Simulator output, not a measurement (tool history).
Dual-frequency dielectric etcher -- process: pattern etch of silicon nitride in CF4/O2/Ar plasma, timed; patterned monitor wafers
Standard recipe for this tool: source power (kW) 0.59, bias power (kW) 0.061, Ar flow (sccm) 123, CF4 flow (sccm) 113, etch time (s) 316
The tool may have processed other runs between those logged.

run,hour,source power (kW),bias power (kW),Ar flow (sccm),CF4 flow (sccm),etch time (s),wafers since the last listed run,hours since the last wet clean,hours since the last source power generator calibration,hours since the last bias power generator calibration,hours since the last Ar flow controller change,hours since the last CF4 flow controller change,hours since the last upper electrode change,hours since the gauge calibration,"read-back reference wafer on the same gauge, depth_nm",mean etch depth across the wafer (Å)
1,0,0.59,0.061,106,113,370.5,0,211.8,1715.2,3702.3,2866.2,4168.7,134.9,1169.4,644.3,8228
# hour 47.6: CF4 flow controller replaced
2,48.1,0.59,0.061,123,130,316,289,259.9,1763.3,3750.4,2914.3,0.5,183,1217.5,645.8,6927
3,70.4,0.59,0.061,123,130,316,153,282.2,1785.6,3772.7,2936.6,22.8,205.3,1239.8,644.6,6826
4,127.9,0.59,0.061,123,113,316,394,339.7,1843.1,3830.2,2994.1,80.3,262.8,1297.3,643.2,6692
# hour 176.7: Ar flow controller replaced
5,185,0.59,0.073,110,113,316,350,396.8,1900.2,3887.3,8.3,137.4,319.9,1354.4,643.3,7002
# hour 213.2: wet clean of the chamber
6,244.6,0.59,0.061,123,113,316,244,31.4,1959.8,3946.9,67.9,197,379.5,1414,644,6898
7,310.9,0.44,0.068,123,113,316,455,97.7,2026.1,4013.2,134.2,263.3,445.8,1480.3,643.5,6092
# hour 359.3: source power generator calibrated
8,373.4,0.59,0.061,123,99,316,401,160.2,14.1,4075.7,196.7,325.8,508.3,1542.8,645,6716
9,422.9,0.64,0.061,139,86,226,339,209.7,63.6,4125.2,246.2,375.3,557.8,1592.3,644.2,4740
# hour 429.9: gauge calibrated
10,448.2,0.59,0.061,123,126,292,173,235,88.9,4150.5,271.5,400.6,583.1,18.3,644.5,6327
11,534.9,0.59,0.052,123,113,316,595,321.7,175.6,4237.2,358.2,487.3,669.8,105,642,6438
12,566.3,0.5,0.061,123,131,397.5,215,353.1,207,4268.6,389.6,518.7,701.2,136.4,643.6,7928
# hour 582.2: bias power generator calibrated
# hour 611.6: wet clean of the chamber
13,624.7,0.59,0.061,123,113,316,208,13.1,265.4,42.5,448,577.1,759.6,194.8,643.1,7097
14,655.4,0.59,0.061,123,113,316,210,43.8,296.1,73.2,478.7,607.8,790.3,225.5,644.6,7008
15,697.1,0.59,0.061,103,96,316,286,85.5,337.8,114.9,520.4,649.5,832,267.2,644.3,6995
16,754.9,0.59,0.061,123,113,316,396,143.3,395.6,172.7,578.2,707.3,889.8,325,644.3,6834
17,819.5,0.59,0.061,131,129,316,443,207.9,460.2,237.3,642.8,771.9,954.4,389.6,643.7,6934
18,880.4,0.59,0.061,123,113,316,418,268.8,521.1,298.2,703.7,832.8,1015.3,450.5,643.6,6769
19,952,0.66,0.061,123,130,355.5,491,340.4,592.7,369.8,775.3,904.4,1086.9,522.1,644.8,8184
# hour 1014.3: wet clean of the chamber
20,1014.8,0.59,0.061,123,113,316,266,0.5,655.5,432.6,838.1,967.2,1149.7,584.9,644.2,6961

5 options for the next run, each taken on its own from the tool as it stands now. Forecast them:
A,1015.3,0.5,0.061,123,113,316,3,1,656,433.1,838.6,967.7,1150.2,585.4,?,?
B,1015.3,0.71,0.061,123,113,316,3,1,656,433.1,838.6,967.7,1150.2,585.4,?,?
C,1015.3,0.59,0.061,123,113,239.5,3,1,656,433.1,838.6,967.7,1150.2,585.4,?,?
D,1015.3,0.59,0.061,148,139,281,3,1,656,433.1,838.6,967.7,1150.2,585.4,?,?
E,1015.3,0.69,0.061,112,113,380,3,1,656,433.1,838.6,967.7,1150.2,585.4,?,?

run,"read-back reference wafer on the same gauge, depth_nm",mean etch depth across the wafer (Å)
A,644.8,6422
B,644.8,7611
C,644.8,5256
D,644.8,6172
E,644.8,9163
Stripped of hidden state, with their random variation kept, the same runs would have yielded:
run,mean etch depth across the wafer (Å)
A,6466
B,7663
C,5292
D,6215
E,9226
